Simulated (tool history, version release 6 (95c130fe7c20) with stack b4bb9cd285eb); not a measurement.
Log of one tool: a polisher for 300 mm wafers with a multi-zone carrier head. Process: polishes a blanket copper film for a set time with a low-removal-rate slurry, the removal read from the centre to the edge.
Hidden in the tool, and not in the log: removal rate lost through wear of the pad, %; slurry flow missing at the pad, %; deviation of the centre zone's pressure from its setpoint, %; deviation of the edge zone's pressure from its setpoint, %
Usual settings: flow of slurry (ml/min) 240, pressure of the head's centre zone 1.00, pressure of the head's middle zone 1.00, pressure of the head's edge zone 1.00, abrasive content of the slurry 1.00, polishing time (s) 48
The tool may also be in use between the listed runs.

run     day  flow of slurry (ml/min)  pressure of the head's centre zone  pressure of the head's middle zone  pressure of the head's edge zone  abrasive content of the slurry  polishing time (s)  wafers since the last listed run  wafers polished on this pad  hours since the slurry nozzle was cleaned  hours since the centre zone pressure was calibrated  hours since the edge zone pressure was calibrated  hours since the carrier head's membrane was replaced  incoming thickness of the incoming film, nm  film removed at the wafer's centre (nm)  film removed at mid-radius (nm)  film removed at the wafer's edge (nm)
  1   0.000                      240                                1.00                                1.00                              1.00                            1.00                  48                                 0                          697                                      329.6                                               1147.7                                               83.3                                                 860.4                                        897.7                                     88.7                             93.5                                   91.6
  2   1.342                      240                                1.00                                1.00                              1.00                            1.00                  48                               464                         1161                                      361.8                                               1179.9                                              115.5                                                 892.6                                        914.2                                     87.4                             91.8                                   90.9
      1.717  -- slurry nozzle cleaned
  3   2.554                      240                                1.00                                1.00                              1.00                            1.00                  48                               405                         1567                                       20.1                                               1209.0                                              144.6                                                 921.7                                        915.1                                     92.4                             97.9                                   93.3
      3.283  -- worn pad replaced by a new one
  4   3.871                      240                                1.00                                1.00                              1.00                            0.90                  48                               398                          203                                       51.7                                               1240.6                                              176.2                                                 953.3                                        901.7                                     91.8                             96.4                                   90.0
  5   4.729                      240                                1.00                                1.09                              1.00                            1.00                  48                               297                          501                                       72.3                                               1261.2                                              196.8                                                 973.9                                        909.0                                     93.7                            104.4                                   91.6
      5.675  -- carrier head's membrane replaced by a new one
      5.800  -- centre zone pressure recalibrated
  6   5.821                      240                                0.92                                1.00                              1.00                            1.10                  53                               276                          777                                       98.5                                                  0.5                                              223.0                                                   3.5                                        910.9                                     96.9                            107.9                                  103.6
  7   6.779                      265                                1.00                                1.00                              1.00                            1.00                  48                               331                         1109                                      121.5                                                 23.5                                              246.0                                                  26.5                                        900.7                                     91.9                             97.6                                   92.4
  8   7.650                      240                                1.00                                1.00                              1.00                            0.90                  48                               301                         1411                                      142.4                                                 44.4                                              266.9                                                  47.4                                        894.7                                     91.3                             95.7                                   91.5
  9   8.283                      240                                1.08                                1.00                              1.00                            1.00                  41                               219                         1630                                      157.6                                                 59.6                                              282.1                                                  62.6                                        908.1                                     81.7                             81.9                                   76.1
      8.650  -- worn pad replaced by a new one
 10   8.783                      240                                1.00                                1.00                              0.95                            1.00                  48                               115                           46                                      169.6                                                 71.6                                              294.1                                                  74.6                                        894.9                                     91.1                             96.1                                   92.2
 11   9.546                      240                                1.00                                0.95                              0.92                            1.00                  60                               264                          310                                      187.9                                                 89.9                                              312.4                                                  92.9                                        908.1                                    114.6                            113.9                                  109.4
      9.842  -- edge zone pressure recalibrated
 12  10.075                      240                                1.00                                1.00                              1.00                            1.00                  48                               154                          465                                      200.6                                                102.6                                                5.6                                                 105.6                                        919.8                                     90.2                             95.3                                   92.2
 13  10.596                      180                                0.92                                1.05                              1.00                            0.90                  48                               180                          645                                      213.1                                                115.1                                               18.1                                                 118.1                                        909.0                                     80.4                             94.1                                   89.5
 14  11.921                      315                                1.09                                1.03                              1.00                            1.00                  56                               458                         1104                                      244.9                                                146.9                                               49.9                                                 149.9                                        906.1                                    117.4                            116.1                                  108.3
 15  12.533                      240                                0.96                                1.00                              1.00                            0.75                  48                               212                         1316                                      259.6                                                161.6                                               64.6                                                 164.6                                        926.0                                     84.0                             91.3                                   87.1
     13.538  -- worn pad replaced by a new one
 16  13.858                      240                                1.00                                1.06                              1.00                            1.00                  48                               401                          111                                      291.4                                                193.4                                               96.4                                                 196.4                                        898.4                                     88.9                             98.3                                   88.7
 17  14.396                      240                                1.00                                1.00                              1.00                            1.00                  48                               186                          297                                      304.3                                                206.3                                              109.3                                                 209.3                                        915.5                                     88.3                             94.4                                   91.2
 18  14.979                      240                                1.00                                0.89                              0.88                            1.00                  48                               201                          499                                      318.3                                                220.3                                              123.3                                                 223.3                                        895.6                                     87.9                             83.7                                   86.6
 19  16.325                      280                                0.92                                1.00                              1.00                            1.00                  48                               465                          965                                      350.6                                                252.6                                              155.6                                                 255.6                                        900.5                                     84.6                             94.2                                   90.4
     17.479  -- slurry nozzle cleaned
 20  17.521                      165                                0.93                                0.94                              1.00                            0.85                  48                               399                         1364                                        1.0                                                281.3                                              184.3                                                 284.3                                        922.8                                     83.3                             87.7                                   89.3
 21  18.312                      240                                1.00                                1.00                              1.00                            1.00                  48                               274                         1639                                       20.0                                                300.3                                              203.3                                                 303.3                                        908.7                                     92.0                             97.2                                   94.5

Forecast each of these 5 alternatives for the next run:
  A  18.329                      240                                0.89                                1.00                              1.00                            1.00                  48                                 5                         1644                                       20.4                                                300.7                                              203.7                                                 303.7                                        907.5                                        ?                                ?                                      ?
  B  18.329                      190                                1.00                                1.00                              1.00                            1.00                  34                                 5                         1644                                       20.4                                                300.7                                              203.7                                                 303.7                                        907.5                                        ?                                ?                                      ?
  C  18.329                      240                                1.04                                1.10                              1.00                            1.00                  63                                 5                         1644                                       20.4                                                300.7                                              203.7                                                 303.7                                        907.5                                        ?                                ?                                      ?
  D  18.329                      190                                1.10                                1.00                              1.00                            1.00                  62                                 5                         1644                                       20.4                                                300.7                                              203.7                                                 303.7                                        907.5                                        ?                                ?                                      ?
  E  18.329                      240                                0.89                                1.07                              1.00                            1.00                  48                                 5                         1644                                       20.4                                                300.7                                              203.7                                                 303.7                                        907.5                                        ?                                ?                                      ?

run  film removed at the wafer's centre (nm)  film removed at mid-radius (nm)  film removed at the wafer's edge (nm)
  A                                     84.4                             98.2                                   92.4
  B                                     63.6                             67.7                                   64.2
  C                                    125.4                            139.6                                  121.1
  D                                    125.4                            123.4                                  117.0
  E                                     84.4                            104.0                                   92.3
Without the tool's hidden state the same runs would have given:
run  film removed at the wafer's centre (nm)  film removed at mid-radius (nm)  film removed at the wafer's edge (nm)
  A                                     85.1                             99.0                                   92.9
  B                                     64.3                             68.4                                   64.6
  C                                    126.5                            140.8                                  121.8
  D                                    126.7                            124.6                                  117.9
  E                                     85.1                            104.8                                   92.8

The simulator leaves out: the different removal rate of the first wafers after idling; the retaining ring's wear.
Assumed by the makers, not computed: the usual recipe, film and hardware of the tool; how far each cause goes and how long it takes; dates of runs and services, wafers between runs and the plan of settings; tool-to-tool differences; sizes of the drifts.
